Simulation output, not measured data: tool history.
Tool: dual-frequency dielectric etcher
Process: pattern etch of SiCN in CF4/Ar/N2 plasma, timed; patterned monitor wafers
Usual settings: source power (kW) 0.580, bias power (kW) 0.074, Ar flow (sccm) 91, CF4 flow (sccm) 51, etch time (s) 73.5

run   hour  source power (kW)  bias power (kW)  Ar flow (sccm)  CF4 flow (sccm)  etch time (s)  read-back reference wafer on the same gauge, depth_nm  mean etch depth across the wafer (nm)
  1    0.0              0.580            0.074              91               51           87.0                                                   86.5                                   89.8
  2   14.9              0.580            0.074              91               51           73.5                                                   86.5                                   75.0
      25.5  -- CF4 flow controller replaced
  3   26.0              0.580            0.074              91               51           73.5                                                   86.5                                   75.1
      33.7  -- gauge calibrated
  4   43.1              0.580            0.061              72               54           73.5                                                   86.4                                   74.3
  5   59.3              0.580            0.074              83               51           73.5                                                   86.5                                   76.8
      91.6  -- wet clean of the chamber
  6   92.1              0.580            0.074             113               39           95.0                                                   86.5                                   87.1
  7   98.3              0.580            0.081             111               51           73.5                                                   86.5                                   75.3
     106.8  -- bias power generator calibrated
  8  107.3              0.580            0.074              91               51           73.5                                                   86.5                                   74.8
  9  117.7              0.580            0.074              91               51           73.5                                                   86.4                                   75.8
 10  126.4              0.580            0.064              91               51           73.5                                                   86.5                                   71.5
 11  143.5              0.640            0.081              91               51           73.5                                                   86.6                                   84.7
 12  159.7              0.580            0.081             111               51           73.5                                                   86.5                                   75.1
 13  168.0              0.580            0.074              91               41           73.5                                                   86.5                                   71.1
 14  178.2              0.580            0.074              91               51           64.5                                                   86.4                                   65.9
 15  195.0              0.580            0.067              76               51           73.5                                                   86.5                                   75.6
 16  207.3              0.580            0.074              91               51           64.0                                                   86.5                                   65.8
 17  215.9              0.580            0.068              91               51           73.5                                                   86.5                                   72.3
 18  237.6              0.580            0.074              91               51           56.5                                                   86.5                                   57.9
 19  247.0              0.580            0.074              91               51           73.5                                                   86.5                                   75.4
 20  255.0              0.580            0.074              91               51           73.5                                                   86.6                                   75.7
 21  272.9              0.580            0.074             106               39           73.5                                                   86.5                                   68.1
 22  287.2              0.470            0.060              91               41           82.0                                                   86.5                                   60.6

4 ways to go on from here, each from the tool as it stands after run 22. What would each give?
  A  287.6              0.580            0.074              91               51           65.0                                                      ?                                      ?
  B  287.6              0.700            0.074              82               58           81.5                                                      ?                                      ?
  C  287.6              0.700            0.083              76               51           92.5                                                      ?                                      ?
  D  287.6              0.650            0.074              91               51           82.0                                                      ?                                      ?

run  read-back reference wafer on the same gauge, depth_nm  mean etch depth across the wafer (nm)
  A                                                   86.4                                   66.1
  B                                                   86.4                                  103.3
  C                                                   86.4                                  120.9
  D                                                   86.4                                   92.4
Without the tool's hidden state the same runs would have given:
run  mean etch depth across the wafer (nm)
  A                                   66.1
  B                                  103.3
  C                                  120.9
  D                                   92.4
